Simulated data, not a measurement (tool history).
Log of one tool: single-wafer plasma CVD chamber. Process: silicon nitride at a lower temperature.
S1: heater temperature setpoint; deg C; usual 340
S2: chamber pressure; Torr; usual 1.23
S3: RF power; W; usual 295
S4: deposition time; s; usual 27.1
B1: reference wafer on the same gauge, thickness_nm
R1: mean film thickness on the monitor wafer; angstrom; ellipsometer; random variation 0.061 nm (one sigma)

run,hour,S1,S2,S3,S4,B1,R1
1,0,334,1.23,295,27.1,23.62,278.81
2,23.2,334,1.23,295,27.1,23.602,277.38
3,44.4,340,1.23,295,27.1,23.591,277.53
4,64.7,340,1.23,295,27.1,23.606,278.23
5,82.4,340,1.23,295,27.1,23.617,278.38
# hour 118.6: capacitance manometer re-zeroed and calibrated
6,119.1,340,1.23,295,25.6,23.609,256.1
# hour 129.8: thermocouple changed; heater temperature recalibrated
7,136.6,340,1.23,295,27.1,23.591,270.96
8,172.1,349,1.46,320,30.2,23.608,344.24
9,192.8,340,1.23,295,24.1,23.608,240.04
10,226.8,340,1.15,295,27.1,23.593,264.17
11,250.6,335,0.96,295,23.2,23.611,209.06
12,263,327,1.23,295,27.1,23.581,272.56
# hour 272.8: RF generator calibrated
13,287.4,340,1.23,295,27.1,23.614,277.16
14,322,340,1.23,295,27.1,23.592,275.89
15,335.4,329,0.95,295,23.2,23.595,213.47
16,351.2,328,1.23,320,22.5,23.585,248.12
17,376.1,340,1.23,295,27.1,23.6,277.18
18,390,353,1.23,270,22.2,23.595,208.1
19,406.5,334,1.23,295,27.1,23.599,278.12
# hour 438.7: showerhead replaced
20,480.1,340,1.23,295,28.7,23.608,292.9
21,510.9,327,0.99,295,27.1,23.593,253.9
22,535.1,333,1.07,240,31.8,23.618,253.13
23,590.2,330,1.23,295,27.1,23.598,278.11
24,622.2,335,0.96,335,25,23.588,257.16
25,639.8,340,1.23,295,27.1,23.592,276.76
26,666.3,340,1.23,295,27.1,23.601,276.96
27,693.2,340,1.23,295,27.1,23.58,277.17
28,721.8,340,1.23,295,27.1,23.608,277.11
29,734.5,340,1.23,350,30.2,23.585,356.18
30,759.9,340,1.23,295,27.1,23.601,276.78

The tool's hidden state at each run:
wafer temperature above the value expected at the setpoint (K): 0 in every run
gauge reads high (%): 0 in every run
H1: delivered RF power above the setpoint (%)
H2: true pressure above the setpoint (%)
run,H1,H2
1,-2.98,7.18
2,-3.01,7.25
3,-3.04,7.31
4,-3.07,7.38
5,-3.09,7.43
6,-3.15,0.145
7,-3.17,0.199
8,-3.22,0.31
9,-3.25,0.374
10,-3.29,0.48
11,-3.33,0.554
12,-3.35,0.592
13,-0.916,0.668
14,-0.964,0.776
15,-0.983,0.817
16,-1,0.866
17,-1.04,0.944
18,-1.06,0.987
19,-1.08,1.04
20,-1.18,1.27
21,-1.23,1.36
22,-1.26,1.44
23,-1.34,1.61
24,-1.38,1.71
25,-1.41,1.76
26,-1.44,1.85
27,-1.48,1.93
28,-1.52,2.02
29,-1.54,2.06
30,-1.57,2.14

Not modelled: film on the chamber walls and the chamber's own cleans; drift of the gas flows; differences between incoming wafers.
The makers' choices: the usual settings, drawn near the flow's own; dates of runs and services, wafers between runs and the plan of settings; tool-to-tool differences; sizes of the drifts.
